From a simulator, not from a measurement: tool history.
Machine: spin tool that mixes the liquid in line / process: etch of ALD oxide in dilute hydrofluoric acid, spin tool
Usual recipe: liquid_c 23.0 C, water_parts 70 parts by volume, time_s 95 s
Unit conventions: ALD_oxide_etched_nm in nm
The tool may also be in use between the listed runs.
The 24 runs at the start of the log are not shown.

| run | day | liquid_c | water_parts | time_s | wafers since the last listed run | hours since the thermometer was replaced | hours since the hydrofluoric acid flow meter was replaced | hours since the gauge calibration | read-back film thickness of the ALD oxide reference wafer, read on the same gauge (nm) | ALD_oxide_etched_nm |
|---|---|---|---|---|---|---|---|---|---|---|
| 25 | 86.692 | 27.0 | 105 | 135 | 442 | 775.5 | 1097.6 | 1444.1 | 120.00 | 29.24 |
|  | 87.754 | hydrofluoric acid flow meter replaced |
| 26 | 89.742 | 23.0 | 70 | 95 | 788 | 848.7 | 47.7 | 1517.3 | 120.00 | 27.19 |
| 27 | 93.296 | 18.0 | 105 | 70 | 931 | 934.0 | 133.0 | 1602.6 | 119.99 | 10.54 |
| 28 | 97.704 | 23.0 | 70 | 95 | 1155 | 1039.8 | 238.8 | 1708.4 | 120.00 | 27.23 |
| 29 | 100.846 | 26.0 | 70 | 95 | 823 | 1115.2 | 314.2 | 1783.8 | 120.00 | 30.77 |
| 30 | 104.358 | 25.5 | 45 | 130 | 920 | 1199.5 | 398.5 | 1868.1 | 120.00 | 66.86 |
| 31 | 107.775 | 23.0 | 70 | 95 | 895 | 1281.5 | 480.5 | 1950.1 | 120.00 | 27.10 |
| 32 | 109.383 | 26.0 | 55 | 140 | 421 | 1320.1 | 519.1 | 1988.7 | 119.99 | 57.54 |
| 33 | 110.954 | 26.5 | 85 | 60 | 411 | 1357.8 | 556.8 | 2026.4 | 120.02 | 15.65 |

Here are 5 independent what-if runs from the current tool condition. What would each one return?
| A | 110.971 | 23.0 | 70 | 95 | 4 | 1358.2 | 557.2 | 2026.8 | ? | ? |
| B | 110.971 | 21.5 | 95 | 75 | 4 | 1358.2 | 557.2 | 2026.8 | ? | ? |
| C | 110.971 | 23.0 | 55 | 95 | 4 | 1358.2 | 557.2 | 2026.8 | ? | ? |
| D | 110.971 | 25.5 | 90 | 60 | 4 | 1358.2 | 557.2 | 2026.8 | ? | ? |
| E | 110.971 | 23.0 | 95 | 150 | 4 | 1358.2 | 557.2 | 2026.8 | ? | ? |

| run | read-back film thickness of the ALD oxide reference wafer, read on the same gauge (nm) | ALD_oxide_etched_nm |
|---|---|---|
| A | 119.97 | 27.16 |
| B | 119.97 | 14.42 |
| C | 119.97 | 35.21 |
| D | 119.97 | 14.41 |
| E | 119.97 | 30.67 |
What these runs would have given with no unlogged condition in the tool:
| run | ALD_oxide_etched_nm |
|---|---|
| A | 28.79 |
| B | 15.29 |
| C | 37.35 |
| D | 15.24 |
| E | 32.48 |
